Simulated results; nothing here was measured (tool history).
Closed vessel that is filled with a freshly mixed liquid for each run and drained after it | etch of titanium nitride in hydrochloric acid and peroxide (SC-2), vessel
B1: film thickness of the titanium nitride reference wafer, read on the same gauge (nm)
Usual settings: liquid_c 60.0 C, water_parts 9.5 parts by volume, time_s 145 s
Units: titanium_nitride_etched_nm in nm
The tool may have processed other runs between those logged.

{"run": 1, "day": 0.0, "liquid_c": 67.5, "water_parts": 9.5, "time_s": 195, "B1": 29.4, "titanium_nitride_etched_nm": 14.74}
{"run": 2, "day": 1.171, "liquid_c": 60.0, "water_parts": 12.5, "time_s": 145, "B1": 29.43, "titanium_nitride_etched_nm": 5.52}
{"run": 3, "day": 2.692, "liquid_c": 60.0, "water_parts": 9.5, "time_s": 145, "B1": 29.39, "titanium_nitride_etched_nm": 6.87}
{"run": 4, "day": 3.746, "liquid_c": 60.0, "water_parts": 9.5, "time_s": 145, "B1": 29.3, "titanium_nitride_etched_nm": 6.93}
{"run": 5, "day": 4.862, "liquid_c": 60.0, "water_parts": 9.5, "time_s": 145, "B1": 29.29, "titanium_nitride_etched_nm": 6.94}
{"run": 6, "day": 6.1, "liquid_c": 60.0, "water_parts": 9.5, "time_s": 145, "B1": 29.25, "titanium_nitride_etched_nm": 6.83}
{"run": 7, "day": 8.862, "liquid_c": 60.0, "water_parts": 7.0, "time_s": 145, "B1": 29.22, "titanium_nitride_etched_nm": 8.68}
{"run": 8, "day": 11.262, "liquid_c": 60.0, "water_parts": 7.0, "time_s": 145, "B1": 29.11, "titanium_nitride_etched_nm": 8.69}
{"run": 9, "day": 12.417, "liquid_c": 60.0, "water_parts": 7.0, "time_s": 145, "B1": 29.02, "titanium_nitride_etched_nm": 8.76}
{"run": 10, "day": 14.408, "liquid_c": 60.0, "water_parts": 9.5, "time_s": 145, "B1": 29.04, "titanium_nitride_etched_nm": 6.78}
{"run": 11, "day": 15.717, "liquid_c": 60.0, "water_parts": 9.5, "time_s": 145, "B1": 28.97, "titanium_nitride_etched_nm": 6.78}
{"run": 12, "day": 16.933, "liquid_c": 60.0, "water_parts": 9.5, "time_s": 145, "B1": 28.93, "titanium_nitride_etched_nm": 6.8}
{"run": 13, "day": 19.854, "liquid_c": 60.0, "water_parts": 9.5, "time_s": 145, "B1": 28.82, "titanium_nitride_etched_nm": 6.77}
{"day": 21.65, "done": "new drum of peroxide connected"}
{"run": 14, "day": 21.671, "liquid_c": 60.0, "water_parts": 9.5, "time_s": 145, "B1": 28.81, "titanium_nitride_etched_nm": 6.73}
{"run": 15, "day": 23.925, "liquid_c": 67.0, "water_parts": 11.0, "time_s": 215, "B1": 28.72, "titanium_nitride_etched_nm": 13.51}
{"run": 16, "day": 26.875, "liquid_c": 60.0, "water_parts": 9.5, "time_s": 145, "B1": 28.64, "titanium_nitride_etched_nm": 6.82}
{"run": 17, "day": 29.533, "liquid_c": 60.0, "water_parts": 9.5, "time_s": 95, "B1": 28.61, "titanium_nitride_etched_nm": 4.42}
{"day": 31.146, "done": "gauge calibrated"}
{"run": 18, "day": 31.183, "liquid_c": 60.0, "water_parts": 9.5, "time_s": 145, "B1": 30.0, "titanium_nitride_etched_nm": 7.0}
{"run": 19, "day": 32.854, "liquid_c": 60.0, "water_parts": 9.5, "time_s": 145, "B1": 29.9, "titanium_nitride_etched_nm": 6.99}
{"run": 20, "day": 35.35, "liquid_c": 57.0, "water_parts": 14.0, "time_s": 75, "B1": 29.77, "titanium_nitride_etched_nm": 2.14}
{"run": 21, "day": 37.538, "liquid_c": 56.5, "water_parts": 9.5, "time_s": 145, "B1": 29.78, "titanium_nitride_etched_nm": 5.64}
{"day": 37.779, "done": "thermometer replaced"}
{"run": 22, "day": 39.3, "liquid_c": 60.0, "water_parts": 7.5, "time_s": 80, "B1": 29.68, "titanium_nitride_etched_nm": 4.65}
{"day": 39.533, "done": "chemicals flow meter replaced"}
{"run": 23, "day": 41.596, "liquid_c": 52.0, "water_parts": 14.0, "time_s": 85, "B1": 29.7, "titanium_nitride_etched_nm": 1.78}
{"run": 24, "day": 43.725, "liquid_c": 60.0, "water_parts": 9.5, "time_s": 145, "B1": 29.59, "titanium_nitride_etched_nm": 6.95}
{"run": 25, "day": 45.675, "liquid_c": 67.5, "water_parts": 9.5, "time_s": 145, "B1": 29.51, "titanium_nitride_etched_nm": 10.9}
{"run": 26, "day": 47.712, "liquid_c": 51.0, "water_parts": 8.0, "time_s": 145, "B1": 29.41, "titanium_nitride_etched_nm": 4.47}
{"run": 27, "day": 49.467, "liquid_c": 54.0, "water_parts": 11.0, "time_s": 225, "B1": 29.48, "titanium_nitride_etched_nm": 6.39}
{"run": 28, "day": 51.962, "liquid_c": 51.5, "water_parts": 11.5, "time_s": 185, "B1": 29.36, "titanium_nitride_etched_nm": 4.28}
{"day": 52.904, "done": "new drum of peroxide connected"}
{"run": 29, "day": 54.8, "liquid_c": 53.5, "water_parts": 5.0, "time_s": 95, "B1": 29.25, "titanium_nitride_etched_nm": 4.93}

Below are 3 alternative next runs, each starting from the tool's condition after run 29. Predict each:
{"run": "A", "day": 54.829, "liquid_c": 60.0, "water_parts": 9.5, "time_s": 145, "B1": "?", "titanium_nitride_etched_nm": "?"}
{"run": "B", "day": 54.829, "liquid_c": 60.0, "water_parts": 9.5, "time_s": 190, "B1": "?", "titanium_nitride_etched_nm": "?"}
{"run": "C", "day": 54.829, "liquid_c": 56.0, "water_parts": 8.0, "time_s": 70, "B1": "?", "titanium_nitride_etched_nm": "?"}

run=A B1=29.18 titanium_nitride_etched_nm=6.92
run=B B1=29.18 titanium_nitride_etched_nm=9.06
run=C B1=29.18 titanium_nitride_etched_nm=2.98
Take away the tool's hidden state, keep each run's random variation, and the runs would have read:
run=A titanium_nitride_etched_nm=7.09
run=B titanium_nitride_etched_nm=9.29
run=C titanium_nitride_etched_nm=3.05
